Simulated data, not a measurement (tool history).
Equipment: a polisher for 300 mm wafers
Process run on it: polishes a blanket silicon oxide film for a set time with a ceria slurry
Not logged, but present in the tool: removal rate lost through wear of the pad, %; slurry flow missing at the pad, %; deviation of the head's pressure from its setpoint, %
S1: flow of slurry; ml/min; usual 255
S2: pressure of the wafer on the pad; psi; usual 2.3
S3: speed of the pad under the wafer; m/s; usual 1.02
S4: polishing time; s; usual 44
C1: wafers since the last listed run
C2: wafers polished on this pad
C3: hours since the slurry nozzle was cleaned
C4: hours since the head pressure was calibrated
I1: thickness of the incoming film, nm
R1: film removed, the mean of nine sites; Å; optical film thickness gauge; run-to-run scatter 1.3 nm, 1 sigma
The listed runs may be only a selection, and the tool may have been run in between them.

run 1 hour=0.0 | S1=255 S2=2.3 S3=1.02 S4=44 | C1=0 C2=1749 C3=462.8 C4=290.8 | I1=1546.6 | R1=1428
run 2 hour=63.4 | S1=255 S2=2.3 S3=1.02 S4=44 | C1=553 C2=2302 C3=526.2 C4=354.2 | I1=1557.1 | R1=1427
-- hour=104.3 worn pad replaced by a new one
run 3 hour=114.8 | S1=255 S2=2.3 S3=1.02 S4=44 | C1=413 C2=91 C3=577.6 C4=405.6 | I1=1562.5 | R1=1425
run 4 hour=182.2 | S1=255 S2=2.3 S3=1.02 S4=44 | C1=587 C2=679 C3=645.0 C4=473.0 | I1=1537.3 | R1=1447
run 5 hour=240.0 | S1=255 S2=2.3 S3=1.02 S4=44 | C1=504 C2=1183 C3=702.8 C4=530.8 | I1=1529.5 | R1=1467
run 6 hour=275.4 | S1=255 S2=2.3 S3=1.02 S4=44 | C1=308 C2=1492 C3=738.2 C4=566.2 | I1=1536.9 | R1=1444
run 7 hour=308.6 | S1=255 S2=2.3 S3=1.02 S4=44 | C1=289 C2=1781 C3=771.4 C4=599.4 | I1=1546.8 | R1=1451
run 8 hour=335.3 | S1=255 S2=2.3 S3=1.02 S4=44 | C1=232 C2=2014 C3=798.1 C4=626.1 | I1=1527.2 | R1=1443
-- hour=397.2 worn pad replaced by a new one
run 9 hour=406.6 | S1=255 S2=2.3 S3=1.02 S4=44 | C1=587 C2=82 C3=869.4 C4=697.4 | I1=1519.8 | R1=1446
run 10 hour=462.0 | S1=255 S2=2.3 S3=1.02 S4=44 | C1=483 C2=565 C3=924.8 C4=752.8 | I1=1552.4 | R1=1489
-- hour=464.5 slurry nozzle cleaned
run 11 hour=497.3 | S1=255 S2=2.3 S3=1.02 S4=44 | C1=299 C2=864 C3=32.8 C4=788.1 | I1=1572.9 | R1=1474
run 12 hour=534.4 | S1=255 S2=2.3 S3=1.02 S4=44 | C1=323 C2=1188 C3=69.9 C4=825.2 | I1=1569.5 | R1=1483
run 13 hour=579.1 | S1=255 S2=2.3 S3=1.02 S4=44 | C1=389 C2=1578 C3=114.6 C4=869.9 | I1=1526.8 | R1=1477
run 14 hour=616.3 | S1=255 S2=2.3 S3=1.28 S4=44 | C1=324 C2=1902 C3=151.8 C4=907.1 | I1=1533.2 | R1=1878
-- hour=683.1 head pressure recalibrated
run 15 hour=683.6 | S1=300 S2=2.3 S3=1.02 S4=44 | C1=569 C2=2472 C3=219.1 C4=0.5 | I1=1568.2 | R1=1455
-- hour=718.0 worn pad replaced by a new one
run 16 hour=746.4 | S1=300 S2=2.3 S3=1.02 S4=44 | C1=512 C2=247 C3=281.9 C4=63.3 | I1=1546.9 | R1=1450
run 17 hour=785.6 | S1=255 S2=1.9 S3=1.02 S4=44 | C1=341 C2=589 C3=321.1 C4=102.5 | I1=1548.7 | R1=1175
run 18 hour=824.6 | S1=255 S2=2.3 S3=1.34 S4=44 | C1=340 C2=930 C3=360.1 C4=141.5 | I1=1584.1 | R1=1877
run 19 hour=877.9 | S1=255 S2=2.3 S3=1.18 S4=44 | C1=464 C2=1395 C3=413.4 C4=194.8 | I1=1518.2 | R1=1635
run 20 hour=923.8 | S1=255 S2=2.3 S3=1.02 S4=44 | C1=400 C2=1795 C3=459.3 C4=240.7 | I1=1560.2 | R1=1418
run 21 hour=986.4 | S1=255 S2=2.3 S3=0.78 S4=53 | C1=546 C2=2341 C3=521.9 C4=303.3 | I1=1559.7 | R1=1309
-- hour=1017.7 worn pad replaced by a new one
run 22 hour=1057.6 | S1=205 S2=2.9 S3=0.66 S4=34 | C1=586 C2=348 C3=593.1 C4=374.5 | I1=1537.8 | R1=883
run 23 hour=1088.2 | S1=255 S2=2.3 S3=0.68 S4=44 | C1=266 C2=615 C3=623.7 C4=405.1 | I1=1549.9 | R1=955
run 24 hour=1114.8 | S1=200 S2=2.3 S3=0.66 S4=44 | C1=232 C2=847 C3=650.3 C4=431.7 | I1=1550.9 | R1=905
run 25 hour=1141.6 | S1=255 S2=2.3 S3=1.02 S4=44 | C1=233 C2=1080 C3=677.1 C4=458.5 | I1=1560.0 | R1=1440
run 26 hour=1198.9 | S1=255 S2=2.3 S3=1.02 S4=44 | C1=499 C2=1580 C3=734.4 C4=515.8 | I1=1573.0 | R1=1448
run 27 hour=1228.3 | S1=255 S2=2.3 S3=0.70 S4=50 | C1=256 C2=1837 C3=763.8 C4=545.2 | I1=1565.8 | R1=1134
run 28 hour=1271.7 | S1=255 S2=2.3 S3=1.02 S4=44 | C1=378 C2=2215 C3=807.2 C4=588.6 | I1=1567.5 | R1=1439
-- hour=1321.5 worn pad replaced by a new one
run 29 hour=1323.8 | S1=185 S2=1.6 S3=1.02 S4=56 | C1=419 C2=20 C3=859.3 C4=640.7 | I1=1515.9 | R1=1257
-- hour=1329.2 slurry nozzle cleaned
run 30 hour=1392.9 | S1=340 S2=2.0 S3=1.38 S4=57 | C1=594 C2=614 C3=63.7 C4=709.8 | I1=1538.7 | R1=2259
run 31 hour=1437.1 | S1=290 S2=3.0 S3=0.78 S4=32 | C1=385 C2=1000 C3=107.9 C4=754.0 | I1=1543.6 | R1=1068
run 32 hour=1507.7 | S1=340 S2=2.6 S3=0.88 S4=53 | C1=615 C2=1616 C3=178.5 C4=824.6 | I1=1563.0 | R1=1776

What if the next run were any one of these 5? Each begins from the tool's condition after run 32:
run A hour=1508.1 | S1=255 S2=2.3 S3=1.02 S4=44 | C1=3 C2=1619 C3=178.9 C4=825.0 | I1=1570.8 | R1=?
run B hour=1508.1 | S1=255 S2=2.3 S3=1.02 S4=52 | C1=3 C2=1619 C3=178.9 C4=825.0 | I1=1570.8 | R1=?
run C hour=1508.1 | S1=255 S2=2.3 S3=1.02 S4=36 | C1=3 C2=1619 C3=178.9 C4=825.0 | I1=1570.8 | R1=?
run D hour=1508.1 | S1=255 S2=2.3 S3=1.38 S4=44 | C1=3 C2=1619 C3=178.9 C4=825.0 | I1=1570.8 | R1=?
run E hour=1508.1 | S1=255 S2=3.0 S3=0.86 S4=44 | C1=3 C2=1619 C3=178.9 C4=825.0 | I1=1570.8 | R1=?

run=A R1=1468
run=B R1=1735
run=C R1=1201
run=D R1=1987
run=E R1=1615
Without the tool's hidden state the same runs would have given:
run=A R1=1425
run=B R1=1684
run=C R1=1166
run=D R1=1928
run=E R1=1567

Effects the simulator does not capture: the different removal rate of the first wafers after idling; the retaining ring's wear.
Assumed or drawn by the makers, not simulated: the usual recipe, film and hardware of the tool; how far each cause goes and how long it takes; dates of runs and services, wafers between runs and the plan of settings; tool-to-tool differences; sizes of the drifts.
